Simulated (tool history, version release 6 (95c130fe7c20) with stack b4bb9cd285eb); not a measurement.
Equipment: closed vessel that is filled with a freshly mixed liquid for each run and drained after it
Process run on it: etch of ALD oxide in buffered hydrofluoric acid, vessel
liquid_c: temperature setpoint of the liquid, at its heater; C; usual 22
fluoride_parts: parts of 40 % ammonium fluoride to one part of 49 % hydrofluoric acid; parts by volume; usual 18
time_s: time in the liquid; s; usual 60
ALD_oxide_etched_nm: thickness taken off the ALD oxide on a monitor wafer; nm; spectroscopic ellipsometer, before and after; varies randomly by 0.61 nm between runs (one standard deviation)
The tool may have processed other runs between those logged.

run	day	liquid_c	fluoride_parts	time_s	read-back film thickness of the ALD oxide reference wafer, read on the same gauge (nm)	ALD_oxide_etched_nm
1	0	22	18	60	150.05	77.89
2	2.079	22	18	60	150.04	77.04
3	3.608	22	16	60	149.97	84.66
4	6.067	22	16	60	150.01	84.44
5	7.175	22	16	60	150.01	84.7
6	9.125	22	18	60	150	75.67
7	10.512	22	18	60	150	74.75
8	11.933	22	18	60	150.01	73.86
9	14.604	22	21.5	60	149.99	63.44
# day 16.875: hydrofluoric acid flow meter replaced
10	17.517	22	18	60	150	74.77
# day 17.954: gauge calibrated
11	20.504	25	18	35	150	51.52
# day 22.171: thermometer replaced
12	22.488	22	18	30	150.02	42.84
13	25.067	26	22	30	150	45.01
14	26.638	22	14.5	40	150	69.05
15	28.904	22	18	40	149.97	54.64
16	31.567	22	18	60	149.97	82.91

Consider 5 possible next runs. They are alternatives, not a sequence: every one starts from the tool as it was left by run 16. What does each give?
A	31.596	17.5	18	60	?	?
B	31.596	22	13.5	85	?	?
C	31.596	22	20	60	?	?
D	31.596	20.5	18	60	?	?
E	31.596	18	23.5	60	?	?

run	read-back film thickness of the ALD oxide reference wafer, read on the same gauge (nm)	ALD_oxide_etched_nm
A	149.98	64.06
B	149.98	155.28
C	149.98	74.89
D	149.98	75.94
E	149.98	53.46
Take away the tool's hidden state, keep each run's random variation, and the runs would have read:
run	ALD_oxide_etched_nm
A	67.46
B	163.33
C	78.29
D	79.91
E	55.94

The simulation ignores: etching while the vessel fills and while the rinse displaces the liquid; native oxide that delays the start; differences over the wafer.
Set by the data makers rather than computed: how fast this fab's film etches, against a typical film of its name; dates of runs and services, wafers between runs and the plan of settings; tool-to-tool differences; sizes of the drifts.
